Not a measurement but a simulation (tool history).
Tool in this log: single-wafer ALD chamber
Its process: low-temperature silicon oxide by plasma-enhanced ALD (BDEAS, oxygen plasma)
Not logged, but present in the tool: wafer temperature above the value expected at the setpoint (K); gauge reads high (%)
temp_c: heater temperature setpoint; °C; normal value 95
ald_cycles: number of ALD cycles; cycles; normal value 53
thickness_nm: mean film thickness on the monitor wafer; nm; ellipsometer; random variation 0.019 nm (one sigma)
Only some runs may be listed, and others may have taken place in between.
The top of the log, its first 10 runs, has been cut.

run	hour	temp_c	ald_cycles	wafers since the last listed run	hours since the last thermocouple change	hours since the gauge calibration	read-back reference wafer on the same gauge, thickness_nm	thickness_nm
11	274.5	103	53	189	1871.3	296.8	6.957	7.262
12	302.0	95	53	167	1898.8	324.3	6.955	7.469
13	332.4	95	53	185	1929.2	354.7	6.945	7.447
14	359.4	95	53	164	1956.2	381.7	6.940	7.463
# hour 378.4: thermocouple changed; heater temperature recalibrated
15	392.9	95	53	155	14.5	415.2	6.936	7.431
16	415.1	95	53	135	36.7	437.4	6.929	7.416
17	457.8	95	53	260	79.4	480.1	6.924	7.436
18	473.4	81	48	95	95.0	495.7	6.920	7.044
# hour 477.8: gauge calibrated
19	490.2	87	44	102	111.8	12.4	7.027	6.446
20	505.7	95	53	94	127.3	27.9	7.017	7.512
21	529.9	89	56	147	151.5	52.1	7.011	8.129
22	542.4	102	53	76	164.0	64.6	7.009	7.350
23	564.7	104	48	135	186.3	86.9	7.005	6.624
24	631.6	95	58	407	253.2	153.8	6.987	8.206
25	646.8	95	53	92	268.4	169.0	6.989	7.508
26	681.5	82	62	211	303.1	203.7	6.980	9.184
27	699.0	80	53	106	320.6	221.2	6.983	7.892
28	723.9	95	53	151	345.5	246.1	6.971	7.472
29	756.3	82	49	197	377.9	278.5	6.971	7.239
30	769.1	95	45	78	390.7	291.3	6.962	6.325
31	792.4	95	53	142	414.0	314.6	6.952	7.473
32	825.4	95	53	201	447.0	347.6	6.951	7.437
33	839.8	109	60	87	461.4	362.0	6.949	8.161
34	870.6	101	57	187	492.2	392.8	6.936	7.826

Below are 4 alternative next runs, each starting from the tool's condition after run 34. Predict each:
A	871.1	95	53	3	492.7	393.3	?	?
B	871.1	82	53	3	492.7	393.3	?	?
C	871.1	90	53	3	492.7	393.3	?	?
D	871.1	81	59	3	492.7	393.3	?	?

run	read-back reference wafer on the same gauge, thickness_nm	thickness_nm
A	6.945	7.451
B	6.945	7.801
C	6.945	7.586
D	6.945	8.715
With the hidden condition removed and each run's random variation left untouched, the same runs would have given:
run	thickness_nm
A	7.533
B	7.888
C	7.670
D	8.811
